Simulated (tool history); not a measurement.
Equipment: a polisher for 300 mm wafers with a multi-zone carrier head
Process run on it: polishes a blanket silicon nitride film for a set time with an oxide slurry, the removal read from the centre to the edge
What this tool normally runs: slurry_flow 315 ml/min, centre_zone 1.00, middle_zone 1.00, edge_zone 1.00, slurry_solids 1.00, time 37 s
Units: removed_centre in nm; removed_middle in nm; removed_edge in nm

| run | hour | slurry_flow | centre_zone | middle_zone | edge_zone | slurry_solids | time | incoming thickness of the incoming film, nm | removed_centre | removed_middle | removed_edge |
|---|---|---|---|---|---|---|---|---|---|---|---|
| 1 | 0.0 | 315 | 1.00 | 0.95 | 1.00 | 1.00 | 37 | 471.9 | 17.8 | 17.5 | 18.2 |
| 2 | 12.4 | 315 | 0.92 | 1.00 | 1.00 | 1.00 | 32 | 462.7 | 14.0 | 15.7 | 16.0 |
| 3 | 18.6 | 315 | 1.00 | 1.00 | 1.00 | 1.00 | 37 | 468.9 | 17.6 | 18.4 | 18.4 |
|  | 24.9 | centre zone pressure recalibrated |
| 4 | 33.3 | 315 | 1.00 | 1.00 | 1.00 | 1.00 | 37 | 465.9 | 17.6 | 18.2 | 18.2 |
|  | 46.0 | worn pad replaced by a new one |
| 5 | 46.5 | 315 | 1.00 | 1.00 | 1.00 | 1.00 | 37 | 468.8 | 17.7 | 18.0 | 18.4 |
| 6 | 58.8 | 315 | 1.00 | 0.94 | 0.95 | 1.00 | 37 | 467.4 | 17.5 | 18.0 | 17.8 |
| 7 | 71.3 | 315 | 1.00 | 1.00 | 1.00 | 1.00 | 37 | 472.4 | 17.7 | 17.8 | 18.7 |
| 8 | 84.6 | 315 | 1.00 | 1.00 | 1.00 | 1.00 | 37 | 470.3 | 17.4 | 18.2 | 18.7 |
| 9 | 93.4 | 315 | 1.00 | 1.00 | 1.09 | 1.00 | 37 | 471.2 | 17.8 | 18.0 | 18.9 |
|  | 101.2 | edge zone pressure recalibrated |
| 10 | 110.1 | 345 | 1.00 | 1.00 | 1.00 | 1.00 | 37 | 472.4 | 18.0 | 18.6 | 18.4 |
|  | 116.6 | carrier head's membrane replaced by a new one |
| 11 | 122.4 | 370 | 1.06 | 1.00 | 1.10 | 0.80 | 37 | 478.4 | 17.8 | 16.9 | 18.4 |
|  | 130.2 | slurry nozzle cleaned |
|  | 139.2 | worn pad replaced by a new one |
| 12 | 139.7 | 315 | 1.09 | 1.00 | 1.00 | 1.00 | 37 | 476.1 | 20.7 | 19.6 | 19.6 |
| 13 | 151.3 | 315 | 1.00 | 1.00 | 0.95 | 1.00 | 37 | 461.5 | 19.0 | 19.7 | 18.4 |
| 14 | 163.5 | 385 | 0.96 | 1.12 | 1.00 | 0.90 | 37 | 466.6 | 18.3 | 20.1 | 18.9 |
| 15 | 176.8 | 315 | 1.00 | 1.00 | 1.00 | 1.00 | 37 | 466.4 | 18.6 | 19.1 | 18.9 |
| 16 | 190.9 | 315 | 1.00 | 1.00 | 1.00 | 1.00 | 37 | 463.4 | 18.6 | 18.8 | 19.2 |
| 17 | 204.9 | 315 | 1.00 | 1.00 | 1.00 | 1.00 | 37 | 461.7 | 18.8 | 18.9 | 19.1 |
| 18 | 213.3 | 315 | 1.00 | 1.00 | 1.00 | 1.00 | 37 | 460.9 | 18.3 | 19.1 | 19.3 |
| 19 | 222.9 | 350 | 1.00 | 1.00 | 1.00 | 1.00 | 46 | 477.3 | 23.6 | 24.1 | 23.8 |
| 20 | 236.9 | 395 | 1.00 | 1.00 | 0.91 | 1.00 | 37 | 465.8 | 18.8 | 19.3 | 18.4 |
|  | 249.5 | worn pad replaced by a new one |
| 21 | 250.0 | 315 | 1.00 | 1.00 | 0.93 | 1.00 | 37 | 468.3 | 18.5 | 18.5 | 18.3 |
| 22 | 264.6 | 390 | 1.00 | 1.00 | 1.10 | 1.00 | 45 | 470.6 | 23.2 | 23.4 | 24.4 |

4 ways to go on from here, each from the tool as it stands after run 22. What would each give?
| A | 265.0 | 315 | 1.00 | 1.00 | 1.00 | 1.00 | 37 | 474.6 | ? | ? | ? |
| B | 265.0 | 315 | 1.00 | 1.00 | 0.95 | 0.75 | 37 | 474.6 | ? | ? | ? |
| C | 265.0 | 315 | 0.96 | 0.94 | 1.05 | 1.15 | 37 | 474.6 | ? | ? | ? |
| D | 265.0 | 315 | 1.00 | 1.00 | 0.88 | 1.00 | 41 | 474.6 | ? | ? | ? |

| run | removed_centre | removed_middle | removed_edge |
|---|---|---|---|
| A | 18.5 | 18.8 | 18.9 |
| B | 16.9 | 17.1 | 16.8 |
| C | 18.6 | 19.0 | 20.3 |
| D | 20.5 | 20.8 | 19.8 |
Without the tool's unlogged condition, the same runs would have read:
| run | removed_centre | removed_middle | removed_edge |
|---|---|---|---|
| A | 19.3 | 19.5 | 19.5 |
| B | 17.6 | 17.8 | 17.3 |
| C | 19.4 | 19.8 | 20.9 |
| D | 21.4 | 21.7 | 20.4 |
